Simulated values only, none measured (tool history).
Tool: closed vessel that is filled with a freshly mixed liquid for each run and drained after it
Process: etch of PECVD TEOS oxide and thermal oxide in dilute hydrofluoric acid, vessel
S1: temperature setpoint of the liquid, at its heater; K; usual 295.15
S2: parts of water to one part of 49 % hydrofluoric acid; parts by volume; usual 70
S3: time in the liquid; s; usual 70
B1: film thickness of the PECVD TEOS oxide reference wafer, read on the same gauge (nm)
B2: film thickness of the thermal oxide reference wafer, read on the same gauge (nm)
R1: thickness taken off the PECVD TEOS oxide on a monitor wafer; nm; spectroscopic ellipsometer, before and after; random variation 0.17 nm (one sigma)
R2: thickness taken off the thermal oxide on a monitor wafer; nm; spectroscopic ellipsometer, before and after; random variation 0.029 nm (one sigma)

run	hour	S1	S2	S3	B1	B2	R1	R2
1	0	295.15	70	70	100	150.012	18.44	4.245
2	91.4	295.15	60	70	100.03	150.012	21.92	5.023
3	138.7	295.15	60	70	99.99	149.994	21.93	5.017
4	234.1	297.15	70	70	99.96	150	19.92	4.621
5	313.4	297.15	70	70	100	150.022	20.23	4.55
6	584.7	297.15	70	70	99.98	150.005	19.94	4.481
7	628.6	298.65	70	70	100	150.004	21.67	4.99
8	714.7	298.65	70	70	99.98	150.003	22.06	4.952
9	813.8	293.15	70	110	100.01	150.017	27.11	6.274
10	888.1	299.15	80	45	99.96	149.997	12.3	2.81
11	936.9	295.15	70	100	99.99	150.004	26.63	6.209
12	1010	290.65	70	105	100.02	150.007	23.37	5.32
13	1050.4	295.15	85	50	100.03	149.984	10.85	2.433
14	1135.3	297.65	45	100	99.97	150.008	47.83	10.905
15	1190.2	295.15	70	70	100.01	149.987	18.63	4.307
16	1256.8	295.15	95	35	100.03	149.982	6.61	1.527

Taken out of this log: 5 entries between the listed runs. Where each belongs, and how the hidden state differs across it:
Between runs 1 and 2: thermometer replaced (hour 62.2)
  hydrofluoric acid flow below the setpoint (%): 3.32 -> 3.58
  measured less the result without the state, R1: -0.69 -> -0.88 nm; R2: -0.159 -> -0.201 nm
Between runs 5 and 6: gauge calibrated (hour 487)
  hydrofluoric acid flow below the setpoint (%): 4.21 -> 4.98
  measured less the result without the state, R1: -0.97 -> -1.15 nm; R2: -0.219 -> -0.257 nm
Between runs 6 and 7: hydrofluoric acid flow meter replaced (hour 590.7)
  hydrofluoric acid flow below the setpoint (%): 4.98 -> 1.67
  measured less the result without the state, R1: -1.15 -> -0.41 nm; R2: -0.257 -> -0.093 nm
Between runs 8 and 9: thermometer replaced (hour 722.7)
  hydrofluoric acid flow below the setpoint (%): 1.92 -> 2.2
  measured less the result without the state, R1: -0.48 -> -0.67 nm; R2: -0.106 -> -0.153 nm
Between runs 14 and 15: gauge calibrated (hour 1156.2)
  hydrofluoric acid flow below the setpoint (%): 3.12 -> 3.28
  measured less the result without the state, R1: -1.63 -> -0.69 nm; R2: -0.374 -> -0.159 nm

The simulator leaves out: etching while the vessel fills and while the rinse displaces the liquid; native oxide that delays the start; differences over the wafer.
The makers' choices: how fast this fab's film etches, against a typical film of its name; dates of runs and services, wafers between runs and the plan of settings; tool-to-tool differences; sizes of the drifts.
